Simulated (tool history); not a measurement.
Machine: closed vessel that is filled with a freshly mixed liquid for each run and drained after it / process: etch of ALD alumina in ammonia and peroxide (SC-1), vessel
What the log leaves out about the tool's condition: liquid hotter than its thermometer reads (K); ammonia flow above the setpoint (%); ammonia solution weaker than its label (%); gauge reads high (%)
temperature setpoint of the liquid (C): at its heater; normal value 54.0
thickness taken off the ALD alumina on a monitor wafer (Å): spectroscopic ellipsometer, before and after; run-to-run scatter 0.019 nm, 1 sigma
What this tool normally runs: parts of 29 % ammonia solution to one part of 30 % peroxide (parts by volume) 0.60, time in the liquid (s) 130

run,hour,temperature setpoint of the liquid (C),parts of 29 % ammonia solution to one part of 30 % peroxide (parts by volume),time in the liquid (s),wafers since the last listed run,hours since the thermometer was replaced,hours since the ammonia flow meter was replaced,hours since the drum of ammonia solution was connected,hours since the gauge calibration,"read-back film thickness of the ALD alumina reference wafer, read on the same gauge (nm)",thickness taken off the ALD alumina on a monitor wafer (Å)
1,0.0,61.5,0.60,130,0,1133.6,1678.3,16.5,352.5,70.02,99.2
2,33.0,61.5,0.60,130,2407,1166.6,1711.3,49.5,385.5,70.02,99.6
3,47.8,61.5,0.60,130,1079,1181.4,1726.1,64.3,400.3,70.03,99.7
4,74.1,54.0,0.60,130,1918,1207.7,1752.4,90.6,426.6,70.02,67.4
5,88.0,48.0,0.80,130,1014,1221.6,1766.3,104.5,440.5,69.99,50.0
6,104.4,48.0,0.80,130,1196,1238.0,1782.7,120.9,456.9,69.98,50.0
7,125.2,54.0,0.60,130,1517,1258.8,1803.5,141.7,477.7,70.00,67.2
# hour 137.6: gauge calibrated
8,139.2,54.0,0.60,150,1021,1272.8,1817.5,155.7,1.6,69.95,77.5
9,154.6,54.0,0.60,150,1123,1288.2,1832.9,171.1,17.0,70.02,77.7
# hour 179.8: new drum of ammonia solution connected
10,181.3,54.0,0.60,150,1874,1314.9,1859.6,1.5,43.7,70.02,78.3
11,196.8,54.0,0.60,130,1130,1330.4,1875.1,17.0,59.2,70.01,67.8
# hour 198.1: thermometer replaced
12,219.7,54.0,0.60,130,1597,21.6,1898.0,39.9,82.1,69.99,64.3
13,231.8,54.0,0.60,130,882,33.7,1910.1,52.0,94.2,70.00,64.9
14,267.4,46.0,0.35,105,2597,69.3,1945.7,87.6,129.8,69.96,32.0
15,286.4,54.0,0.60,130,1386,88.3,1964.7,106.6,148.8,70.04,64.5
16,314.2,54.0,0.60,130,2028,116.1,1992.5,134.4,176.6,69.97,64.4
17,348.7,54.0,0.60,130,2516,150.6,2027.0,168.9,211.1,70.02,64.4
# hour 377.3: new drum of ammonia solution connected
18,380.8,54.0,0.60,130,2268,182.7,2059.1,3.5,243.2,69.97,65.0
19,403.4,49.5,0.85,165,1648,205.3,2081.7,26.1,265.8,70.03,67.0
20,437.0,46.0,0.75,130,2451,238.9,2115.3,59.7,299.4,70.01,42.6
21,453.9,61.0,0.35,165,1232,255.8,2132.2,76.6,316.3,70.04,113.2
# hour 460.2: ammonia flow meter replaced
22,487.1,54.0,0.60,130,2349,289.0,26.9,109.8,349.5,69.96,65.0
23,509.7,54.0,0.80,130,1648,311.6,49.5,132.4,372.1,70.02,66.4
24,542.2,48.0,0.90,105,2371,344.1,82.0,164.9,404.6,70.02,39.2
# hour 571.9: new drum of ammonia solution connected
25,574.3,54.0,0.35,130,2268,376.2,114.1,2.4,436.7,70.02,62.3
26,603.9,61.5,0.60,190,2159,405.8,143.7,32.0,466.3,69.96,141.3
# hour 624.6: gauge calibrated
27,690.1,60.0,0.60,155,6288,492.0,229.9,118.2,65.5,69.98,106.8
28,720.1,63.0,0.35,150,2188,522.0,259.9,148.2,95.5,69.98,114.2

For each entry between runs, how does the tool's hidden state at the last listed run before it compare with that at the first listed run after it?
Between runs 7 and 8: gauge calibrated (hour 137.6)
  liquid hotter than its thermometer reads (K): 0.97 -> 0.979; ammonia solution weaker than its label (%): 8.58 -> 9.32
  the result without the hidden state subtracted from the measured one, thickness taken off the ALD alumina on a monitor wafer (Å): +2.8 -> +3.3
Between runs 9 and 10: new drum of ammonia solution connected (hour 179.8)
  liquid hotter than its thermometer reads (K): 0.989 -> 1.01; ammonia solution weaker than its label (%): 10.1 -> 0.885
  the result without the hidden state subtracted from the measured one, thickness taken off the ALD alumina on a monitor wafer (Å): +3.2 -> +4.0
Between runs 11 and 12: thermometer replaced (hour 198.1)
  liquid hotter than its thermometer reads (K): 1.02 -> 0.0754; ammonia solution weaker than its label (%): 1.7 -> 2.9
  the result without the hidden state subtracted from the measured one, thickness taken off the ALD alumina on a monitor wafer (Å): +3.5 -> +0.1
Between runs 17 and 18: new drum of ammonia solution connected (hour 377.3)
  liquid hotter than its thermometer reads (K): 0.161 -> 0.182; ammonia solution weaker than its label (%): 9.67 -> 1.52
  the result without the hidden state subtracted from the measured one, thickness taken off the ALD alumina on a monitor wafer (Å): -0.1 -> +0.5
Between runs 21 and 22: ammonia flow meter replaced (hour 460.2)
  liquid hotter than its thermometer reads (K): 0.23 -> 0.252; ammonia solution weaker than its label (%): 5.35 -> 7.1
  the result without the hidden state subtracted from the measured one, thickness taken off the ALD alumina on a monitor wafer (Å): +0.7 -> +0.4
Between runs 24 and 25: new drum of ammonia solution connected (hour 571.9)
  liquid hotter than its thermometer reads (K): 0.288 -> 0.31; ammonia solution weaker than its label (%): 9.99 -> 0.875
  the result without the hidden state subtracted from the measured one, thickness taken off the ALD alumina on a monitor wafer (Å): +0.3 -> +1.0
Between runs 26 and 27: gauge calibrated (hour 624.6)
  liquid hotter than its thermometer reads (K): 0.329 -> 0.386; ammonia solution weaker than its label (%): 2.43 -> 6.96
  the result without the hidden state subtracted from the measured one, thickness taken off the ALD alumina on a monitor wafer (Å): +2.0 -> +1.4
